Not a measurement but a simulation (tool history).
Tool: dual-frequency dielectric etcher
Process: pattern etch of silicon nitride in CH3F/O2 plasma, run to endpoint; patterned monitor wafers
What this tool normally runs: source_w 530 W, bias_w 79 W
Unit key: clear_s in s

run	hour	source_w	bias_w	incoming incoming film thickness, nm	clear_s
1	0	600	79	105.5	99.9
2	31.9	530	79	106.6	104.3
3	44	490	79	107.6	108.7
4	56.1	490	79	107.7	107.8
# hour 74.7: source power generator calibrated
# hour 92.6: upper electrode replaced
5	93.1	530	94	107.4	100.1
6	93.4	530	94	106.7	99.3
7	94.5	530	79	106.6	105.2
8	107.4	530	91	106.4	100
9	121.1	530	91	107.3	101.1
10	131.9	440	70	106.8	115.5
# hour 141.6: bias power generator calibrated
11	142.1	440	70	105.8	115.3
12	154.1	440	70	106.4	115.7
13	166.8	530	79	108.1	106.6
14	177.3	450	69	108	118.2
# hour 212.5: wet clean of the chamber
15	213	590	79	107.5	99.9
16	213.3	580	62	107.1	108.8
17	213.7	630	79	106.9	97.1
18	222.4	530	71	107.2	106
19	228.5	490	79	106.6	105.4
20	236.1	640	79	105	95.5
21	246.6	530	79	105.7	101.7
22	258.6	570	85	105.8	97.6
23	266.8	530	62	107.1	112.2
24	277.2	660	79	106	95.4
25	293.8	530	96	106.1	96.1
26	306.4	530	79	106.6	103.3
27	313.7	530	95	107.2	97.5
28	334.9	610	60	105.7	107.2
29	341.6	660	68	107.7	102.4
30	351.1	660	68	106.3	101.4
31	362.7	530	79	105.6	102.7
32	376.3	420	79	107	111.4
33	386.2	530	79	108	104.8
34	404.1	650	88	105.8	92.7

Here are 5 independent what-if runs from the current tool condition. What would each one return?
A	404.6	530	79	106.6	?
B	404.6	420	70	106.6	?
C	404.6	530	63	106.6	?
D	404.6	530	74	106.6	?
E	404.6	630	90	106.6	?

run	clear_s
A	103.8
B	115.7
C	111.6
D	106.1
E	94.3
With the hidden condition removed and each run's random variation left untouched, the same runs would have given:
run	clear_s
A	102.6
B	114.3
C	110.3
D	104.8
E	93.2

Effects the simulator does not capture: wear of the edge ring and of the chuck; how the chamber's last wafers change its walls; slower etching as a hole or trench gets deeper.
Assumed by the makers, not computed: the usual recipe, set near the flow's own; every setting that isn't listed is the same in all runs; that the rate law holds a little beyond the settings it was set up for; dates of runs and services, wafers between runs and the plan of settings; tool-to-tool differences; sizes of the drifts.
